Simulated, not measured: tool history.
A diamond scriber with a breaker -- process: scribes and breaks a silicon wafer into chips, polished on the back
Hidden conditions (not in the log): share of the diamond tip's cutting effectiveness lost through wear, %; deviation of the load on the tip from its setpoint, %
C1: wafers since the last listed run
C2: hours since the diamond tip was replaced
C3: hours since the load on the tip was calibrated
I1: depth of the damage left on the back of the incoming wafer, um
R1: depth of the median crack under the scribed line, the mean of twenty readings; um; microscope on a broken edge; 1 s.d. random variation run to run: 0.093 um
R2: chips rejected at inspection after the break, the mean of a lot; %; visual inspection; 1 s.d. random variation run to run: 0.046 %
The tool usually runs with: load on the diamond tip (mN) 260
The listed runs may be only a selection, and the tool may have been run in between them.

{"run": 1, "hour": 0.0, "load on the diamond tip (mN)": 260, "C1": 0, "C2": 803.4, "C3": 835, "I1": 0.04, "R1": 9.76, "R2": 3.52}
{"run": 2, "hour": 15.9, "load on the diamond tip (mN)": 260, "C1": 49, "C2": 819.3, "C3": 850.9, "I1": 0.02, "R1": 9.82, "R2": 3.73}
{"run": 3, "hour": 27.1, "load on the diamond tip (mN)": 311, "C1": 35, "C2": 830.5, "C3": 862.1, "I1": 0.03, "R1": 11.36, "R2": 1.47}
{"run": 4, "hour": 39.9, "load on the diamond tip (mN)": 311, "C1": 40, "C2": 843.3, "C3": 874.9, "I1": 0.02, "R1": 11.26, "R2": 1.44}
{"run": 5, "hour": 50.4, "load on the diamond tip (mN)": 311, "C1": 32, "C2": 853.8, "C3": 885.4, "I1": 0.04, "R1": 11.27, "R2": 1.46}
{"run": 6, "hour": 64.9, "load on the diamond tip (mN)": 260, "C1": 45, "C2": 868.3, "C3": 899.9, "I1": 0.04, "R1": 9.72, "R2": 4.07}
{"hour": 73.2, "done": "load on the tip recalibrated"}
{"run": 7, "hour": 74.7, "load on the diamond tip (mN)": 260, "C1": 24, "C2": 878.1, "C3": 1.5, "I1": 0.02, "R1": 9.84, "R2": 3.87}
{"run": 8, "hour": 90.2, "load on the diamond tip (mN)": 260, "C1": 48, "C2": 893.6, "C3": 17, "I1": 0.04, "R1": 9.8, "R2": 3.95}
{"run": 9, "hour": 106.3, "load on the diamond tip (mN)": 219, "C1": 50, "C2": 909.7, "C3": 33.1, "I1": 0.04, "R1": 8.49, "R2": 11.36}
{"run": 10, "hour": 122.5, "load on the diamond tip (mN)": 219, "C1": 50, "C2": 925.9, "C3": 49.3, "I1": 0.03, "R1": 8.61, "R2": 11.46}
{"run": 11, "hour": 133.3, "load on the diamond tip (mN)": 302, "C1": 33, "C2": 936.7, "C3": 60.1, "I1": 0.02, "R1": 10.74, "R2": 1.45}
{"run": 12, "hour": 148.3, "load on the diamond tip (mN)": 284, "C1": 47, "C2": 951.7, "C3": 75.1, "I1": 0.03, "R1": 10.63, "R2": 2.06}
{"hour": 160.3, "done": "diamond tip replaced by a new one"}
{"run": 13, "hour": 160.8, "load on the diamond tip (mN)": 308, "C1": 32, "C2": 0.5, "C3": 87.6, "I1": 0.05, "R1": 9.81, "R2": 4.02}
{"run": 14, "hour": 171.7, "load on the diamond tip (mN)": 235, "C1": 34, "C2": 11.4, "C3": 98.5, "I1": 0.04, "R1": 7.95, "R2": 18.42}
{"run": 15, "hour": 185.4, "load on the diamond tip (mN)": 334, "C1": 43, "C2": 25.1, "C3": 112.2, "I1": 0.04, "R1": 10.25, "R2": 2.32}
{"run": 16, "hour": 192.7, "load on the diamond tip (mN)": 232, "C1": 22, "C2": 32.4, "C3": 119.5, "I1": 0.02, "R1": 7.83, "R2": 20.12}
{"hour": 195.3, "done": "diamond tip replaced by a new one, repeated, since the last time left the tool worse"}
{"run": 17, "hour": 203.8, "load on the diamond tip (mN)": 260, "C1": 28, "C2": 8.5, "C3": 130.6, "I1": 0.02, "R1": 11.12, "R2": 1.47}

Forecast run 18:
{"run": 18, "hour": 211.1, "load on the diamond tip (mN)": 260, "C1": 22, "C2": 15.8, "C3": 137.9, "I1": 0.02, "R1": "?", "R2": "?"}

R1: 10.96 um
R2: 1.5 %
With the hidden condition absent and the run-to-run variation left alone, this run would have shown R1 11.05 um, R2 1.49 %.
